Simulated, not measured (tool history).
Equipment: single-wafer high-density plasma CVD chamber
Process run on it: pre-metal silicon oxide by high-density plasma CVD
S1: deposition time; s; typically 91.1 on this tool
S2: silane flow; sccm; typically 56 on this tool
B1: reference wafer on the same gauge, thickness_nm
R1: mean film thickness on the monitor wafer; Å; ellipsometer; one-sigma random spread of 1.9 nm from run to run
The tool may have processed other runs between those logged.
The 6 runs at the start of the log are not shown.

run 7 hour=273.5 | S1=91.1 S2=56 | B1=419.554 | R1=5026.95
run 8 hour=342.4 | S1=91.1 S2=56 | B1=419.542 | R1=5020.68
run 9 hour=379.4 | S1=91.1 S2=56 | B1=418.444 | R1=5049.09
run 10 hour=441.5 | S1=91.1 S2=56 | B1=418.853 | R1=5056.97
run 11 hour=498.6 | S1=91.1 S2=56 | B1=418.744 | R1=5034.22
run 12 hour=569.7 | S1=91.1 S2=56 | B1=418.866 | R1=5048.28
run 13 hour=768.6 | S1=91.1 S2=56 | B1=419.121 | R1=5043.82
run 14 hour=813.3 | S1=91.1 S2=56 | B1=419.564 | R1=5062.63
run 15 hour=847.5 | S1=91.1 S2=56 | B1=419.396 | R1=5044.60
-- hour=874.6 silane flow controller replaced
run 16 hour=903.7 | S1=91.1 S2=56 | B1=418.639 | R1=4889.42
run 17 hour=930.1 | S1=91.1 S2=56 | B1=419.010 | R1=4866.51
run 18 hour=959.3 | S1=91.1 S2=56 | B1=419.027 | R1=4928.55
run 19 hour=1010.1 | S1=91.1 S2=56 | B1=418.572 | R1=4891.09
run 20 hour=1067.0 | S1=91.1 S2=56 | B1=419.299 | R1=4875.41
run 21 hour=1116.5 | S1=91.1 S2=56 | B1=419.437 | R1=4870.07
run 22 hour=1157.9 | S1=91.1 S2=56 | B1=419.673 | R1=4902.03
run 23 hour=1219.8 | S1=91.1 S2=62 | B1=418.499 | R1=5289.09
run 24 hour=1263.3 | S1=91.1 S2=46 | B1=418.799 | R1=4263.67
run 25 hour=1297.5 | S1=108.5 S2=53 | B1=419.196 | R1=5593.57
run 26 hour=1322.4 | S1=91.1 S2=56 | B1=419.418 | R1=4915.00
run 27 hour=1385.0 | S1=104.2 S2=63 | B1=419.160 | R1=6130.93
run 28 hour=1426.1 | S1=91.1 S2=56 | B1=418.813 | R1=4939.26
run 29 hour=1462.8 | S1=98.8 S2=62 | B1=418.622 | R1=5766.78
run 30 hour=1505.3 | S1=85.3 S2=49 | B1=420.022 | R1=4177.34

Run 31, settings as shown, results not yet in. Your forecast:
run 31 hour=1640.6 | S1=91.1 S2=56 | B1=? | R1=?

{"run 31": {"B1": 419.14, "R1": 4948.6}}
With the hidden condition absent and the run-to-run variation left alone, this run would have shown R1 4916.26 Å.
